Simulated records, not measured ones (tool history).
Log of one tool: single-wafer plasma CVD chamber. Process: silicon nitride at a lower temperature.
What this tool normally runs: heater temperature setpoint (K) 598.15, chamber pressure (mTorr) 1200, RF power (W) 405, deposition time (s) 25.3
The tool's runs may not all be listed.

run   hour  heater temperature setpoint (K)  chamber pressure (mTorr)  RF power (W)  deposition time (s)  read-back reference wafer on the same gauge, thickness_nm  mean film thickness on the monitor wafer (angstrom)
  1      0                           598.15                      1200           405                 25.3                                                     31.234                                               360.63
  2   12.2                           598.15                      1200           405                 25.3                                                     31.351                                               359.53
  3   34.1                           598.15                      1200           405                 25.3                                                     31.335                                               359.52
  4   66.5                           598.15                      1200           405                 25.3                                                     31.294                                               359.34
  5   87.4                           598.15                      1200           405                 25.3                                                     31.265                                               357.91
  6  117.8                           608.15                      1200           370                 25.3                                                     31.404                                               334.81
  7  132.5                           608.15                      1200           330                 27.6                                                     31.284                                               327.74
  8  151.1                           598.15                      1200           405                 25.3                                                     31.438                                               361.62
  9  172.5                           608.15                      1200           385                 26.9                                                     31.425                                               369.66
 10  197.4                           589.15                      1470           330                 25.3                                                     31.342                                               326.21
 11  219.8                           598.15                      1200           365                 25.3                                                     31.394                                                331.3
 12  244.2                           591.15                      1460           355                 20.9                                                     31.443                                               284.94
 13  256.7                           598.15                      1200           380                 22.9                                                      31.47                                               308.56
 14    274                           602.15                      1080           405                   24                                                     31.539                                               329.68
 15  288.2                           598.15                      1010           405                 22.7                                                     31.505                                               303.45
 16  320.9                           598.15                      1200           335                 21.9                                                     31.471                                               266.08
 17  356.6                           598.15                       910           335                 25.3                                                     31.586                                               278.27
 18  382.7                           598.15                      1200           405                 25.3                                                     31.622                                               366.42
 19  395.8                           598.15                      1310           365                 20.9                                                     31.699                                                284.4
 20  477.1                           602.15                      1070           440                 23.1                                                     31.742                                               340.69
 21  499.4                           598.15                      1200           455                 27.8                                                     31.889                                               437.74
 22  532.2                           589.15                      1200           450                 25.3                                                     31.827                                               399.16
 23  558.9                           598.15                      1200           405                 25.3                                                     32.018                                               367.66
 24  579.5                           590.15                      1420           405                 26.8                                                     32.042                                               413.73
 25  596.8                           598.15                      1200           405                 27.5                                                     32.141                                               403.99
 26  618.6                           607.15                      1200           470                 30.1                                                     32.157                                               485.68
 27  652.2                           611.15                      1300           405                 21.5                                                     32.157                                               320.93
 28  664.4                           598.15                      1200           405                 25.3                                                     32.236                                               370.76
 29  697.4                           598.15                      1200           360                 25.3                                                     32.326                                               336.91

Not shown: 4 entries that the log had between the listed runs. Between which runs, and how does the tool's hidden state differ before and after?
After run 3, before run 4: showerhead replaced (hour 64.1)
  gauge reads high (%): 0.0452 -> 0.0866
  measured result minus the result with no hidden state, mean film thickness on the monitor wafer (angstrom): +0.17 -> +0.31
After run 4, before run 5: RF generator calibrated (hour 86.5)
  gauge reads high (%): 0.0866 -> 0.119
  measured result minus the result with no hidden state, mean film thickness on the monitor wafer (angstrom): +0.31 -> +0.43
After run 8, before run 9: thermocouple changed; heater temperature recalibrated (hour 171.6)
  gauge reads high (%): 0.248 -> 0.302
  measured result minus the result with no hidden state, mean film thickness on the monitor wafer (angstrom): +0.89 -> +1.11
After run 19, before run 20: capacitance manometer re-zeroed and calibrated (hour 432.4)
  gauge reads high (%): 1.15 -> 1.6
  measured result minus the result with no hidden state, mean film thickness on the monitor wafer (angstrom): +3.24 -> +5.36

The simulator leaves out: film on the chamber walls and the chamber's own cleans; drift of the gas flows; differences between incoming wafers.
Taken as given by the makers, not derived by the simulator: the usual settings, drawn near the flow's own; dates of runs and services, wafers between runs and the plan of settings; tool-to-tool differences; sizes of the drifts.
